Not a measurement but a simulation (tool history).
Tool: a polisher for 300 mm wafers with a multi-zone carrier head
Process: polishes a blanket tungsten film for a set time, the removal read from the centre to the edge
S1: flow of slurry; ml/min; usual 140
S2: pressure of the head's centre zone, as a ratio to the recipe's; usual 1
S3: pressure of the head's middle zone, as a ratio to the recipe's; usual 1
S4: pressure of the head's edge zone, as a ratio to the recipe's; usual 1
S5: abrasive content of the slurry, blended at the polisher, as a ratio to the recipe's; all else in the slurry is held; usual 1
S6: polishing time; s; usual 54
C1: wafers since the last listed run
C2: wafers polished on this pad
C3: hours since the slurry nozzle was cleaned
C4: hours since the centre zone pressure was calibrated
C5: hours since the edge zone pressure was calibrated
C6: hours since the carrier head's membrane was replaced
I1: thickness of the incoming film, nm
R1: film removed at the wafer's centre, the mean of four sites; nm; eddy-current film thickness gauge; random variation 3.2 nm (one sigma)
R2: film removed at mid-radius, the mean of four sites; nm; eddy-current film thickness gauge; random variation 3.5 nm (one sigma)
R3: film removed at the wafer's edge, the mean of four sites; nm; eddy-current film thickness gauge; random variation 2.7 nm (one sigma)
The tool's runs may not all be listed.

Run 1, hour 0: usual settings; C1 0; C2 4137; C3 188.8; C4 725.9; C5 292.3; C6 1267.7; I1 660.4. Result: R1 231.9 nm, R2 244.7 nm, R3 239.8 nm.
At hour 17.7: worn pad replaced by a new one.
At hour 29.8: carrier head's membrane replaced by a new one.
Run 2, hour 46.5: usual settings; C1 318; C2 202; C3 235.3; C4 772.4; C5 338.8; C6 16.7; I1 663.4. Result: R1 232.7 nm, R2 241.8 nm, R3 241.5 nm.
Run 3, hour 121.7: usual settings; C1 638; C2 841; C3 310.5; C4 847.6; C5 414; C6 91.9; I1 656.2. Result: R1 237.2 nm, R2 245 nm, R3 237.2 nm.
At hour 171.6: edge zone pressure recalibrated.
At hour 212.8: slurry nozzle cleaned.
Run 4, hour 213.3: usual settings; C1 752; C2 1594; C3 0.5; C4 939.2; C5 41.7; C6 183.5; I1 652.8. Result: R1 238.3 nm, R2 248.7 nm, R3 240.7 nm.
Run 5, hour 307.1: usual settings but S1 105 ml/min; C1 797; C2 2391; C3 94.3; C4 1033; C5 135.5; C6 277.3; I1 669.5. Result: R1 229.4 nm, R2 236.2 nm, R3 236.3 nm.
At hour 370.4: centre zone pressure recalibrated.
At hour 491.1: worn pad replaced by a new one.
Run 6, hour 520.5: usual settings but S1 165 ml/min, S2 1.07, S3 1.06; C1 1762; C2 249; C3 307.7; C4 150.1; C5 348.9; C6 490.7; I1 650.2. Result: R1 251.7 nm, R2 250.8 nm, R3 234.2 nm.
Run 7, hour 566.3: usual settings but S2 1.05, S4 0.96, S6 38 s; C1 389; C2 639; C3 353.5; C4 195.9; C5 394.7; C6 536.5; I1 661.5. Result: R1 172.7 nm, R2 168.8 nm, R3 160.9 nm.
At hour 590.7: edge zone pressure recalibrated.
Run 8, hour 628.1: usual settings; C1 508; C2 1147; C3 415.3; C4 257.7; C5 37.4; C6 598.3; I1 659.6. Result: R1 242.1 nm, R2 240.5 nm, R3 235 nm.
Run 9, hour 693.6: usual settings but S2 0.93, S6 70 s; C1 556; C2 1703; C3 480.8; C4 323.2; C5 102.9; C6 663.8; I1 651.9. Result: R1 283.8 nm, R2 305.9 nm, R3 307.3 nm.
At hour 745.1: slurry nozzle cleaned.
Run 10, hour 767: usual settings but S1 90 ml/min, S3 0.91, S4 1.04; C1 615; C2 2318; C3 21.9; C4 396.6; C5 176.3; C6 737.2; I1 658.2. Result: R1 223.7 nm, R2 210.2 nm, R3 232.4 nm.
Run 11, hour 846: usual settings but S2 1.05, S3 0.92, S4 1.1, S5 1.15; C1 671; C2 2990; C3 100.9; C4 475.6; C5 255.3; C6 816.2; I1 656.7. Result: R1 256.2 nm, R2 238.2 nm, R3 253.6 nm.
Run 12, hour 901.3: usual settings but S6 35 s; C1 469; C2 3460; C3 156.2; C4 530.9; C5 310.6; C6 871.5; I1 656. Result: R1 149.7 nm, R2 157.4 nm, R3 153.5 nm.
Run 13, hour 958.6: usual settings; C1 486; C2 3946; C3 213.5; C4 588.2; C5 367.9; C6 928.8; I1 663.3. Result: R1 238.8 nm, R2 239.4 nm, R3 238.7 nm.
At hour 976.3: worn pad replaced by a new one.
At hour 1043.3: edge zone pressure recalibrated.
Run 14, hour 1063.9: usual settings but S2 1.05, S4 0.96, S6 38 s; C1 843; C2 727; C3 318.8; C4 693.5; C5 20.6; C6 1034.1; I1 657.8. Result: R1 175.4 nm, R2 170.4 nm, R3 165.6 nm.
Run 15, hour 1103.5: usual settings but S6 42 s; C1 336; C2 1063; C3 358.4; C4 733.1; C5 60.2; C6 1073.7; I1 657.2. Result: R1 184.1 nm, R2 186.7 nm, R3 186.6 nm.
At hour 1130.3: carrier head's membrane replaced by a new one.
Run 16, hour 1188.9: usual settings; C1 683; C2 1746; C3 443.8; C4 818.5; C5 145.6; C6 58.6; I1 661.4. Result: R1 236.6 nm, R2 237.3 nm, R3 237.6 nm.
At hour 1201.9: centre zone pressure recalibrated.
At hour 1271.7: slurry nozzle cleaned.
Run 17, hour 1272.2: usual settings but S1 90 ml/min, S3 1.09, S5 1.2; C1 682; C2 2429; C3 0.5; C4 70.3; C5 228.9; C6 141.9; I1 657.3. Result: R1 232.8 nm, R2 243.4 nm, R3 238.8 nm.
Run 18, hour 1367.2: usual settings but S1 115 ml/min, S5 0.75; C1 807; C2 3236; C3 95.5; C4 165.3; C5 323.9; C6 236.9; I1 671.9. Result: R1 212.6 nm, R2 223 nm, R3 215.4 nm.
Run 19, hour 1417.1: usual settings but S1 110 ml/min, S2 0.91, S4 1.09, S5 0.8; C1 423; C2 3660; C3 145.4; C4 215.2; C5 373.8; C6 286.8; I1 665.4. Result: R1 196.1 nm, R2 223 nm, R3 228.5 nm.
At hour 1437: worn pad replaced by a new one.
Run 20, hour 1483.4: usual settings but S1 180 ml/min, S2 1.05, S3 0.89, S6 39 s; C1 529; C2 394; C3 211.7; C4 281.5; C5 440.1; C6 353.1; I1 665.1. Result: R1 177.8 nm, R2 170.9 nm, R3 174.4 nm.
At hour 1547: edge zone pressure recalibrated.
Run 21, hour 1560.1: usual settings but S5 1.1; C1 634; C2 1029; C3 288.4; C4 358.2; C5 13.1; C6 429.8; I1 664.1. Result: R1 236.9 nm, R2 249.4 nm, R3 242.1 nm.

The tool's hidden state at each run:
removal rate lost through wear of the pad, %: 0 in every run
slurry flow missing at the pad, %: 0 in every run
deviation of the centre zone's pressure from its setpoint, %: 0 in every run
deviation of the edge zone's pressure from its setpoint, %: 0 in every run
